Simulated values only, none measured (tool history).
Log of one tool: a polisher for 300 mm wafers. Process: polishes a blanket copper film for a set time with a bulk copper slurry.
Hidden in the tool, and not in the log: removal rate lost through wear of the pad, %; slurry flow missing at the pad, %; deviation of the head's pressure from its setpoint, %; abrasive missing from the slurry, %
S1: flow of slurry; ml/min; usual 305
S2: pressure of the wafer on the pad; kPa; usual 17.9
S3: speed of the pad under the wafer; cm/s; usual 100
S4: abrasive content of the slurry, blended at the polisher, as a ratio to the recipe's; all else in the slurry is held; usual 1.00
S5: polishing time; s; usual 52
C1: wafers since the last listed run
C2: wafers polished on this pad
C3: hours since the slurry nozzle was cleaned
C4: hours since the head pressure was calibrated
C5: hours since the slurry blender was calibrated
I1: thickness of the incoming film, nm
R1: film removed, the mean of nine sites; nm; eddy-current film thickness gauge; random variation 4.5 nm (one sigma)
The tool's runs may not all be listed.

Run 1, hour 0.0: usual settings but S2 21.4 kPa, S4 1.05; C1 0; C2 5389; C3 345.4; C4 375.3; C5 45.5; I1 2915.2. Result: R1 455.2 nm.
At hour 49.8: worn pad replaced by a new one.
Run 2, hour 92.5: usual settings but S2 21.4 kPa, S4 1.05; C1 1386; C2 668; C3 437.9; C4 467.8; C5 138.0; I1 2923.6. Result: R1 443.2 nm.
At hour 133.5: slurry nozzle cleaned.
Run 3, hour 368.2: usual settings but S2 20.0 kPa, S3 118 cm/s; C1 4302; C2 4971; C3 234.7; C4 743.5; C5 413.7; I1 2914.1. Result: R1 507.3 nm.
At hour 425.0: worn pad replaced by a new one.
At hour 435.8: slurry blender recalibrated.
Run 4, hour 440.4: usual settings; C1 1036; C2 210; C3 306.9; C4 815.7; C5 4.6; I1 2944.3. Result: R1 396.7 nm.
Run 5, hour 523.8: usual settings; C1 1306; C2 1516; C3 390.3; C4 899.1; C5 88.0; I1 2914.0. Result: R1 399.0 nm.
At hour 557.3: head pressure recalibrated.
At hour 565.5: slurry nozzle cleaned.
Run 6, hour 617.7: usual settings but S3 86 cm/s, S4 0.80; C1 1423; C2 2940; C3 52.2; C4 60.4; C5 181.9; I1 2925.2. Result: R1 336.7 nm.
Run 7, hour 717.0: usual settings but S3 86 cm/s, S4 0.80; C1 1555; C2 4495; C3 151.5; C4 159.7; C5 281.2; I1 2937.4. Result: R1 338.0 nm.
Run 8, hour 783.2: usual settings but S3 86 cm/s, S4 0.80; C1 1036; C2 5532; C3 217.7; C4 225.9; C5 347.4; I1 2923.1. Result: R1 333.8 nm.
At hour 830.1: slurry blender recalibrated.
At hour 868.6: worn pad replaced by a new one.
Run 9, hour 880.1: usual settings; C1 1423; C2 180; C3 314.6; C4 322.8; C5 50.0; I1 2915.8. Result: R1 403.4 nm.
At hour 954.5: slurry nozzle cleaned.
Run 10, hour 970.9: usual settings; C1 1406; C2 1587; C3 16.4; C4 413.6; C5 140.8; I1 2933.1. Result: R1 400.2 nm.
Run 11, hour 1066.7: usual settings; C1 1500; C2 3087; C3 112.2; C4 509.4; C5 236.6; I1 2872.3. Result: R1 408.1 nm.
Run 12, hour 1173.7: usual settings but S5 63 s; C1 1675; C2 4763; C3 219.2; C4 616.4; C5 343.6; I1 2928.6. Result: R1 483.7 nm.
Run 13, hour 1222.7: usual settings but S1 245 ml/min, S2 15.9 kPa, S3 118 cm/s, S5 64 s; C1 767; C2 5531; C3 268.2; C4 665.4; C5 392.6; I1 2926.6. Result: R1 525.2 nm.
At hour 1293.9: worn pad replaced by a new one.
At hour 1299.3: slurry blender recalibrated.
Run 14, hour 1309.3: usual settings but S2 14.5 kPa, S5 69 s; C1 1262; C2 209; C3 354.8; C4 752.0; C5 10.0; I1 2982.5. Result: R1 473.0 nm.
Run 15, hour 1351.1: usual settings; C1 654; C2 864; C3 396.6; C4 793.8; C5 51.8; I1 2953.6. Result: R1 403.1 nm.
Run 16, hour 1400.5: usual settings; C1 773; C2 1637; C3 446.0; C4 843.2; C5 101.2; I1 2993.8. Result: R1 404.7 nm.
At hour 1429.2: slurry nozzle cleaned.
Run 17, hour 1500.1: usual settings but S1 240 ml/min, S5 45 s; C1 1544; C2 3182; C3 70.9; C4 942.8; C5 200.8; I1 2927.0. Result: R1 337.4 nm.
At hour 1557.1: head pressure recalibrated.
Run 18, hour 1569.5: usual settings but S3 90 cm/s, S5 63 s; C1 1055; C2 4237; C3 140.3; C4 12.4; C5 270.2; I1 2944.9. Result: R1 439.2 nm.
Run 19, hour 1616.4: usual settings but S1 345 ml/min, S3 84 cm/s, S4 1.10, S5 34 s; C1 734; C2 4972; C3 187.2; C4 59.3; C5 317.1; I1 2927.0. Result: R1 227.3 nm.
Run 20, hour 1662.4: usual settings but S3 124 cm/s, S5 36 s; C1 720; C2 5692; C3 233.2; C4 105.3; C5 363.1; I1 2996.3. Result: R1 345.0 nm.
At hour 1711.8: worn pad replaced by a new one.
At hour 1721.3: slurry blender recalibrated.
Run 21, hour 1759.6: usual settings; C1 1428; C2 716; C3 330.4; C4 202.5; C5 38.3; I1 2891.2. Result: R1 396.1 nm.
At hour 1798.4: slurry nozzle cleaned.
Run 22, hour 1799.2: usual settings but S1 380 ml/min, S3 132 cm/s; C1 604; C2 1321; C3 0.8; C4 242.1; C5 77.9; I1 2891.4. Result: R1 525.9 nm.
Run 23, hour 1893.9: usual settings but S1 380 ml/min, S2 13.1 kPa, S3 70 cm/s, S5 58 s; C1 1483; C2 2804; C3 95.5; C4 336.8; C5 172.6; I1 2915.2. Result: R1 266.1 nm.
Run 24, hour 1943.9: usual settings but S1 210 ml/min; C1 783; C2 3587; C3 145.5; C4 386.8; C5 222.6; I1 2947.1. Result: R1 391.6 nm.
At hour 2079.4: worn pad replaced by a new one.
At hour 2115.8: slurry blender recalibrated.
Run 25, hour 2123.3: usual settings but S1 210 ml/min, S3 88 cm/s, S4 0.90; C1 2716; C2 656; C3 324.9; C4 566.2; C5 7.5; I1 2940.9. Result: R1 334.5 nm.

Hidden state at the last listed run before each entry between runs and at the first one after, where it differs:
Between runs 1 and 2: worn pad replaced by a new one (hour 49.8)
  no hidden state differs between the two runs
Between runs 2 and 3: slurry nozzle cleaned (hour 133.5)
  no hidden state differs between the two runs
Between runs 3 and 4: worn pad replaced by a new one (hour 425.0); slurry blender recalibrated (hour 435.8)
  no hidden state differs between the two runs
Between runs 5 and 6: head pressure recalibrated (hour 557.3); slurry nozzle cleaned (hour 565.5)
  no hidden state differs between the two runs
Between runs 8 and 9: slurry blender recalibrated (hour 830.1); worn pad replaced by a new one (hour 868.6)
  no hidden state differs between the two runs
Between runs 9 and 10: slurry nozzle cleaned (hour 954.5)
  no hidden state differs between the two runs
Between runs 13 and 14: worn pad replaced by a new one (hour 1293.9); slurry blender recalibrated (hour 1299.3)
  no hidden state differs between the two runs
Between runs 16 and 17: slurry nozzle cleaned (hour 1429.2)
  no hidden state differs between the two runs
Between runs 17 and 18: head pressure recalibrated (hour 1557.1)
  no hidden state differs between the two runs
Between runs 20 and 21: worn pad replaced by a new one (hour 1711.8); slurry blender recalibrated (hour 1721.3)
  no hidden state differs between the two runs
Between runs 21 and 22: slurry nozzle cleaned (hour 1798.4)
  no hidden state differs between the two runs
Between runs 24 and 25: worn pad replaced by a new one (hour 2079.4); slurry blender recalibrated (hour 2115.8)
  no hidden state differs between the two runs
